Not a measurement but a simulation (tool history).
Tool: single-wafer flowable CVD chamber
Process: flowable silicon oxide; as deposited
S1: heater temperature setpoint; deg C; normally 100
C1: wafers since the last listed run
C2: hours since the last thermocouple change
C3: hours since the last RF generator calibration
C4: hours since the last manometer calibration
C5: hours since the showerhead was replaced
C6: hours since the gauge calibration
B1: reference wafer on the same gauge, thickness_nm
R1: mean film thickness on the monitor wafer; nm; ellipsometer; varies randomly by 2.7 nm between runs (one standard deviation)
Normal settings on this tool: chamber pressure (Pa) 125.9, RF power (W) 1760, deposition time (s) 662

run 1 day=0 | S1=100 chamber_pressure_(Pa)=125.9 RF_power_(W)=1760 deposition_time_(s)=662 | C1=0 C2=1505 C3=1440.1 C4=25.7 C5=6138.5 C6=23.1 | B1=490.321 | R1=486.933
run 2 day=0.512 | S1=100 chamber_pressure_(Pa)=125.9 RF_power_(W)=1760 deposition_time_(s)=662 | C1=23 C2=1517.3 C3=1452.4 C4=38 C5=6150.8 C6=35.4 | B1=491.333 | R1=486.124
-- day=1.496 showerhead replaced, of another model than before
run 3 day=1.517 | S1=100 chamber_pressure_(Pa)=125.9 RF_power_(W)=1760 deposition_time_(s)=707 | C1=31 C2=1541.4 C3=1476.5 C4=62.1 C5=0.5 C6=59.5 | B1=491.638 | R1=520.863
run 4 day=1.862 | S1=100 chamber_pressure_(Pa)=125.9 RF_power_(W)=2005 deposition_time_(s)=662 | C1=16 C2=1549.7 C3=1484.8 C4=70.4 C5=8.8 C6=67.8 | B1=490.684 | R1=496.887
run 5 day=3.362 | S1=100 chamber_pressure_(Pa)=134 RF_power_(W)=2080 deposition_time_(s)=662 | C1=69 C2=1585.7 C3=1520.8 C4=106.4 C5=44.8 C6=103.8 | B1=490.217 | R1=525.601
run 6 day=4.45 | S1=100 chamber_pressure_(Pa)=125.9 RF_power_(W)=1760 deposition_time_(s)=662 | C1=50 C2=1611.8 C3=1546.9 C4=132.5 C5=70.9 C6=129.9 | B1=489.437 | R1=493.418
run 7 day=5.392 | S1=100 chamber_pressure_(Pa)=125.9 RF_power_(W)=1760 deposition_time_(s)=662 | C1=43 C2=1634.4 C3=1569.5 C4=155.1 C5=93.5 C6=152.5 | B1=491.127 | R1=492.471
-- day=5.958 RF generator calibrated
-- day=6.408 thermocouple changed; heater temperature recalibrated
run 8 day=7.004 | S1=107 chamber_pressure_(Pa)=125.9 RF_power_(W)=2085 deposition_time_(s)=739 | C1=43 C2=14.3 C3=25.1 C4=193.8 C5=132.2 C6=191.2 | B1=491.077 | R1=437.877
run 9 day=7.771 | S1=100 chamber_pressure_(Pa)=125.9 RF_power_(W)=1760 deposition_time_(s)=662 | C1=35 C2=32.7 C3=43.5 C4=212.2 C5=150.6 C6=209.6 | B1=491.679 | R1=492.519
run 10 day=8.954 | S1=88 chamber_pressure_(Pa)=125.9 RF_power_(W)=1760 deposition_time_(s)=617 | C1=54 C2=61.1 C3=71.9 C4=240.6 C5=179 C6=238 | B1=491.717 | R1=710.213
run 11 day=9.933 | S1=100 chamber_pressure_(Pa)=125.9 RF_power_(W)=1760 deposition_time_(s)=555 | C1=45 C2=84.6 C3=95.4 C4=264.1 C5=202.5 C6=261.5 | B1=492.334 | R1=413.168
run 12 day=10.812 | S1=113 chamber_pressure_(Pa)=149.2 RF_power_(W)=1445 deposition_time_(s)=758 | C1=40 C2=105.7 C3=116.5 C4=285.2 C5=223.6 C6=282.6 | B1=492.169 | R1=383.309
run 13 day=11.404 | S1=100 chamber_pressure_(Pa)=125.9 RF_power_(W)=1760 deposition_time_(s)=662 | C1=27 C2=119.9 C3=130.7 C4=299.4 C5=237.8 C6=296.8 | B1=489.629 | R1=493.942
run 14 day=12.388 | S1=100 chamber_pressure_(Pa)=125.9 RF_power_(W)=1760 deposition_time_(s)=662 | C1=45 C2=143.5 C3=154.3 C4=323 C5=261.4 C6=320.4 | B1=490.067 | R1=497.048
run 15 day=13.012 | S1=110 chamber_pressure_(Pa)=144 RF_power_(W)=1760 deposition_time_(s)=662 | C1=28 C2=158.5 C3=169.3 C4=338 C5=276.4 C6=335.4 | B1=492.698 | R1=375.319
run 16 day=13.762 | S1=100 chamber_pressure_(Pa)=125.9 RF_power_(W)=1760 deposition_time_(s)=662 | C1=34 C2=176.5 C3=187.3 C4=356 C5=294.4 C6=353.4 | B1=491.107 | R1=500.661
run 17 day=15.258 | S1=95 chamber_pressure_(Pa)=125.9 RF_power_(W)=1760 deposition_time_(s)=662 | C1=69 C2=212.4 C3=223.2 C4=391.9 C5=330.3 C6=389.3 | B1=491.684 | R1=596.223
run 18 day=16.283 | S1=100 chamber_pressure_(Pa)=152.7 RF_power_(W)=1760 deposition_time_(s)=598 | C1=47 C2=237 C3=247.8 C4=416.5 C5=354.9 C6=413.9 | B1=490.964 | R1=520.54
run 19 day=16.942 | S1=100 chamber_pressure_(Pa)=125.9 RF_power_(W)=1760 deposition_time_(s)=662 | C1=30 C2=252.8 C3=263.6 C4=432.3 C5=370.7 C6=429.7 | B1=491.075 | R1=500.111
run 20 day=17.479 | S1=112 chamber_pressure_(Pa)=125.9 RF_power_(W)=1760 deposition_time_(s)=734 | C1=24 C2=265.7 C3=276.5 C4=445.2 C5=383.6 C6=442.6 | B1=490.654 | R1=352.084
run 21 day=18.875 | S1=112 chamber_pressure_(Pa)=135.3 RF_power_(W)=1760 deposition_time_(s)=662 | C1=64 C2=299.2 C3=310 C4=478.7 C5=417.1 C6=476.1 | B1=490.237 | R1=339.369
run 22 day=20.188 | S1=94 chamber_pressure_(Pa)=143.3 RF_power_(W)=1640 deposition_time_(s)=703 | C1=60 C2=330.7 C3=341.5 C4=510.2 C5=448.6 C6=507.6 | B1=490.701 | R1=717.808
run 23 day=21.662 | S1=91 chamber_pressure_(Pa)=125.9 RF_power_(W)=1445 deposition_time_(s)=562 | C1=68 C2=366.1 C3=376.9 C4=545.6 C5=484 C6=543 | B1=491.046 | R1=580.058
run 24 day=22.558 | S1=100 chamber_pressure_(Pa)=125.9 RF_power_(W)=1760 deposition_time_(s)=662 | C1=41 C2=387.6 C3=398.4 C4=567.1 C5=505.5 C6=564.5 | B1=491.564 | R1=494.242

Expected results for the next run?
run 25 day=23.238 | S1=100 chamber_pressure_(Pa)=125.9 RF_power_(W)=1760 deposition_time_(s)=662 | C1=31 C2=403.9 C3=414.7 C4=583.4 C5=521.8 C6=580.8 | B1=? | R1=?

{"run 25": {"B1": 491.51, "R1": 501.927}}
Minus the tool's unlogged condition, the same run would have read R1 483.201 nm.
